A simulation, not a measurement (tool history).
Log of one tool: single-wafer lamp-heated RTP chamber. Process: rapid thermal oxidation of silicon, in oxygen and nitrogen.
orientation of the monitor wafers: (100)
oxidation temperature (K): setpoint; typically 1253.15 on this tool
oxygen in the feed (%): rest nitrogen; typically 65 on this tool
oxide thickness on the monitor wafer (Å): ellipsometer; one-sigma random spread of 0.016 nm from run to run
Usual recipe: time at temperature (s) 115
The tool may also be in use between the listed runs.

run     day  oxidation temperature (K)  time at temperature (s)  oxygen in the feed (%)  read-back reference wafer on the same gauge, thickness  oxide thickness on the monitor wafer (Å)
  1       0                    1253.15                      115                      65                                                   4.737                                      59.1
  2   0.592                    1253.15                      115                      65                                                    4.74                                     58.87
  3   1.288                    1253.15                       93                      42                                                   4.739                                     46.48
  4   1.883                    1253.15                       93                      42                                                   4.737                                     46.78
  5   2.629                    1253.15                       93                      42                                                   4.734                                     46.54
  6   3.092                    1253.15                      115                      88                                                    4.74                                     66.01
  7   3.588                    1253.15                      115                      88                                                   4.739                                     65.71
  8   3.912                    1253.15                      115                      65                                                   4.736                                     59.21
  9   4.196                    1253.15                      115                      65                                                   4.748                                     59.16
 10     4.8                    1253.15                      115                      65                                                   4.745                                     59.21
 11   5.483                    1253.15                      115                      65                                                    4.74                                     59.05
 12   6.225                    1253.15                      115                      65                                                   4.742                                     58.96
 13   6.829                    1243.15                       70                      65                                                   4.747                                     44.33
 14   8.321                    1243.15                       70                      65                                                   4.746                                     44.33
 15    9.05                    1253.15                      115                      65                                                   4.737                                     59.38
 16   9.654                    1253.15                      115                      46                                                   4.739                                     52.77
 17  10.121                    1253.15                      115                      65                                                   4.742                                     59.04
 18  10.671                    1253.15                      115                      65                                                   4.745                                     59.25
 19  11.112                    1253.15                      115                      65                                                   4.737                                     59.11
 20  11.692                    1253.15                       86                      65                                                   4.734                                     52.02
 21  12.629                    1253.15                      115                      65                                                    4.74                                     59.02
 22  13.204                    1253.15                      115                      65                                                   4.744                                     59.09
 23  13.954                    1253.15                      147                      65                                                   4.739                                     65.79
 24  14.421                    1266.15                       99                      92                                                    4.74                                     68.69
 25  14.696                    1253.15                      115                      65                                                   4.746                                      59.1
 26  15.012                    1226.15                      100                      39                                                   4.741                                        39
 27  15.354                    1245.15                      167                      91                                                   4.738                                     74.31
 28  15.975                    1274.15                       76                      65                                                    4.74                                     57.33
 29  18.075                    1272.15                      160                      65                                                   4.745                                     79.22
 30  18.362                    1280.15                      150                      65                                                   4.743                                     81.68
 31  19.012                    1253.15                      115                      65                                                   4.743                                     58.96
 32  19.546                    1253.15                      115                      40                                                   4.741                                     50.03
 33  19.992                    1253.15                      115                      65                                                   4.745                                     59.01
 34  20.442                    1253.15                      115                      65                                                    4.74                                     59.03
 35  21.012                    1253.15                      115                      65                                                   4.742                                     59.18
 36  21.733                    1253.15                      140                      55                                                   4.737                                      60.9
 37  22.017                    1277.15                      150                      49                                                   4.746                                     71.78
 38  22.629                    1224.15                       93                      75                                                    4.74                                     45.63

Withheld: 3 entries from between the runs. Position of each, and hidden state at the listed run before versus the listed run after:
Between runs 20 and 21: oxygen flow controller replaced (day 12.575)
  nothing in the hidden state changes from one run to the other
Between runs 21 and 22: gauge calibrated (day 12.862)
  nothing in the hidden state changes from one run to the other
Between runs 28 and 29: pyrometer window cleaned and pyrometer calibrated (day 16.917)
  nothing in the hidden state changes from one run to the other
